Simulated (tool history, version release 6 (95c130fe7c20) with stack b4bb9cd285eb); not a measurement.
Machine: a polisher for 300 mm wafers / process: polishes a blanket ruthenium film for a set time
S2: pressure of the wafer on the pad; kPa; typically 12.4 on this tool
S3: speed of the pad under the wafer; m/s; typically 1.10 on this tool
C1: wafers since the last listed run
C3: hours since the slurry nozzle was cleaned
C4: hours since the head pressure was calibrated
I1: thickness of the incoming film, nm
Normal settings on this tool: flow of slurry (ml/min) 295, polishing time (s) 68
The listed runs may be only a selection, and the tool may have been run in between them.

Run 1, day 0.000: usual settings but polishing time (s) 86; C1 0; wafers polished on this pad 260; C3 275.5; C4 1075.0; I1 298.4. Result: film removed (angstrom) 796.
Run 2, day 0.312: usual settings but polishing time (s) 82; C1 92; wafers polished on this pad 353; C3 283.0; C4 1082.5; I1 299.2. Result: film removed (angstrom) 736.
Run 3, day 0.850: usual settings but polishing time (s) 82; C1 159; wafers polished on this pad 512; C3 295.9; C4 1095.4; I1 303.7. Result: film removed (angstrom) 749.
Run 4, day 1.238: usual settings; C1 114; wafers polished on this pad 627; C3 305.2; C4 1104.7; I1 294.4. Result: film removed (angstrom) 621.
Run 5, day 1.708: usual settings; C1 139; wafers polished on this pad 766; C3 316.5; C4 1116.0; I1 297.6. Result: film removed (angstrom) 631.
Run 6, day 2.254: usual settings but polishing time (s) 61; C1 161; wafers polished on this pad 928; C3 329.6; C4 1129.1; I1 297.5. Result: film removed (angstrom) 555.
Run 7, day 2.979: usual settings but flow of slurry (ml/min) 215, S2 14.5 kPa; C1 214; wafers polished on this pad 1143; C3 347.0; C4 1146.5; I1 298.2. Result: film removed (angstrom) 640.
At day 3.279: worn pad replaced by a new one.
Run 8, day 3.683: usual settings; C1 159; wafers polished on this pad 119; C3 363.9; C4 1163.4; I1 300.2. Result: film removed (angstrom) 608.
Run 9, day 4.271: usual settings; C1 174; wafers polished on this pad 293; C3 378.0; C4 1177.5; I1 302.2. Result: film removed (angstrom) 616.
Run 10, day 4.679: usual settings; C1 121; wafers polished on this pad 414; C3 387.8; C4 1187.3; I1 299.9. Result: film removed (angstrom) 627.
Run 11, day 5.325: usual settings but flow of slurry (ml/min) 250; C1 191; wafers polished on this pad 606; C3 403.3; C4 1202.8; I1 304.4. Result: film removed (angstrom) 599.
Run 12, day 5.812: usual settings; C1 144; wafers polished on this pad 750; C3 415.0; C4 1214.5; I1 303.7. Result: film removed (angstrom) 619.
Run 13, day 6.429: usual settings; C1 182; wafers polished on this pad 933; C3 429.8; C4 1229.3; I1 296.4. Result: film removed (angstrom) 612.
At day 6.862: worn pad replaced by a new one.
Run 14, day 6.933: usual settings; C1 100; wafers polished on this pad 21; C3 441.9; C4 1241.4; I1 301.0. Result: film removed (angstrom) 611.
Run 15, day 7.467: usual settings; C1 158; wafers polished on this pad 179; C3 454.7; C4 1254.2; I1 298.5. Result: film removed (angstrom) 614.
Run 16, day 7.888: usual settings; C1 124; wafers polished on this pad 303; C3 464.8; C4 1264.3; I1 295.8. Result: film removed (angstrom) 606.
At day 8.046: head pressure recalibrated.
Run 17, day 8.408: usual settings; C1 129; wafers polished on this pad 433; C3 477.3; C4 8.7; I1 303.1. Result: film removed (angstrom) 626.
Run 18, day 8.942: usual settings; C1 158; wafers polished on this pad 591; C3 490.1; C4 21.5; I1 301.0. Result: film removed (angstrom) 602.
Run 19, day 9.525: usual settings but flow of slurry (ml/min) 245, S3 1.34 m/s; C1 172; wafers polished on this pad 764; C3 504.1; C4 35.5; I1 301.9. Result: film removed (angstrom) 728.
Run 20, day 9.871: usual settings but flow of slurry (ml/min) 240, S2 9.0 kPa, S3 1.38 m/s, polishing time (s) 74; C1 102; wafers polished on this pad 866; C3 512.4; C4 43.8; I1 305.1. Result: film removed (angstrom) 629.
At day 11.062: slurry nozzle cleaned.
At day 11.067: worn pad replaced by a new one.
Run 21, day 11.088: usual settings but flow of slurry (ml/min) 215, S2 14.5 kPa; C1 346; wafers polished on this pad 6; C3 0.6; C4 73.0; I1 298.0. Result: film removed (angstrom) 698.
Run 22, day 11.429: usual settings; C1 101; wafers polished on this pad 107; C3 8.8; C4 81.2; I1 298.4. Result: film removed (angstrom) 643.
Run 23, day 11.875: usual settings but flow of slurry (ml/min) 210, S2 13.8 kPa, S3 0.78 m/s, polishing time (s) 85; C1 132; wafers polished on this pad 240; C3 19.5; C4 91.9; I1 301.2. Result: film removed (angstrom) 589.
Run 24, day 12.246: usual settings but flow of slurry (ml/min) 350; C1 109; wafers polished on this pad 349; C3 28.4; C4 100.8; I1 297.4. Result: film removed (angstrom) 665.
Run 25, day 12.912: usual settings; C1 197; wafers polished on this pad 547; C3 44.4; C4 116.8; I1 300.0. Result: film removed (angstrom) 646.
Run 26, day 13.571: usual settings but flow of slurry (ml/min) 390, S2 9.0 kPa; C1 195; wafers polished on this pad 742; C3 60.2; C4 132.6; I1 304.7. Result: film removed (angstrom) 528.
Run 27, day 14.038: usual settings; C1 138; wafers polished on this pad 880; C3 71.4; C4 143.8; I1 303.3. Result: film removed (angstrom) 646.
Run 28, day 14.583: usual settings but flow of slurry (ml/min) 385, S2 10.3 kPa; C1 161; wafers polished on this pad 1042; C3 84.5; C4 156.9; I1 300.1. Result: film removed (angstrom) 582.
Run 29, day 15.012: usual settings but flow of slurry (ml/min) 245, S2 9.0 kPa, S3 0.92 m/s, polishing time (s) 77; C1 127; wafers polished on this pad 1169; C3 94.8; C4 167.2; I1 303.9. Result: film removed (angstrom) 471.
At day 15.183: worn pad replaced by a new one.
Run 30, day 15.571: usual settings but S3 1.22 m/s; C1 116; wafers polished on this pad 114; C3 108.2; C4 180.6; I1 295.2. Result: film removed (angstrom) 712.
Run 31, day 15.946: usual settings but flow of slurry (ml/min) 360, S2 13.8 kPa, S3 0.90 m/s, polishing time (s) 44; C1 111; wafers polished on this pad 225; C3 117.2; C4 189.6; I1 305.2. Result: film removed (angstrom) 379.
Run 32, day 16.288: usual settings but flow of slurry (ml/min) 265, S2 13.8 kPa, polishing time (s) 61; C1 101; wafers polished on this pad 326; C3 125.4; C4 197.8; I1 302.7. Result: film removed (angstrom) 617.
Run 33, day 16.904: usual settings but S2 8.3 kPa, polishing time (s) 53; C1 182; wafers polished on this pad 509; C3 140.2; C4 212.6; I1 297.4. Result: film removed (angstrom) 364.
Run 34, day 17.475: usual settings but flow of slurry (ml/min) 245, polishing time (s) 62; C1 169; wafers polished on this pad 678; C3 153.9; C4 226.3; I1 300.6. Result: film removed (angstrom) 552.
Run 35, day 17.738: usual settings but polishing time (s) 83; C1 77; wafers polished on this pad 756; C3 160.2; C4 232.6; I1 304.7. Result: film removed (angstrom) 774.
Run 36, day 18.179: usual settings but S2 14.5 kPa, S3 1.48 m/s, polishing time (s) 90; C1 130; wafers polished on this pad 887; C3 170.8; C4 243.2; I1 299.4. Result: film removed (angstrom) 1266.
Run 37, day 18.900: usual settings but flow of slurry (ml/min) 215, S2 14.5 kPa, S3 1.46 m/s, polishing time (s) 83; C1 213; wafers polished on this pad 1101; C3 188.1; C4 260.5; I1 298.5. Result: film removed (angstrom) 1067.

Some steps in film removed (angstrom) between neighbouring runs. How much of each would the tool show without its hidden state too (settings, what came in, random variation), and how much is left for the hidden state, with any gauge scatter that isn't in both results?
The hidden state here: removal rate lost through wear of the pad, %; slurry flow missing at the pad, %; deviation of the head's pressure from its setpoint, %.
Run 6 -> 7: flow of slurry (ml/min) 295 -> 215, S2 12.4 -> 14.5, polishing time (s) 61 -> 68. film removed (angstrom) +85: hidden state -22, all else +107.
Run 18 -> 19: flow of slurry (ml/min) 295 -> 245, S3 1.10 -> 1.34. film removed (angstrom) +126: hidden state -21, all else +147.
Run 20 -> 21: flow of slurry (ml/min) 240 -> 215, S2 9.0 -> 14.5, S3 1.38 -> 1.10, polishing time (s) 74 -> 68, slurry nozzle cleaned, worn pad replaced by a new one. film removed (angstrom) +69: hidden state +54, all else +15.
Run 30 -> 31: flow of slurry (ml/min) 295 -> 360, S2 12.4 -> 13.8, S3 1.22 -> 0.90, polishing time (s) 68 -> 44. film removed (angstrom) -333: hidden state +10, all else -343.
Run 32 -> 33: flow of slurry (ml/min) 265 -> 295, S2 13.8 -> 8.3, polishing time (s) 61 -> 53. film removed (angstrom) -253: hidden state +8, all else -261.
Run 35 -> 36: S2 12.4 -> 14.5, S3 1.10 -> 1.48, polishing time (s) 83 -> 90. film removed (angstrom) +492: hidden state -21, all else +513.

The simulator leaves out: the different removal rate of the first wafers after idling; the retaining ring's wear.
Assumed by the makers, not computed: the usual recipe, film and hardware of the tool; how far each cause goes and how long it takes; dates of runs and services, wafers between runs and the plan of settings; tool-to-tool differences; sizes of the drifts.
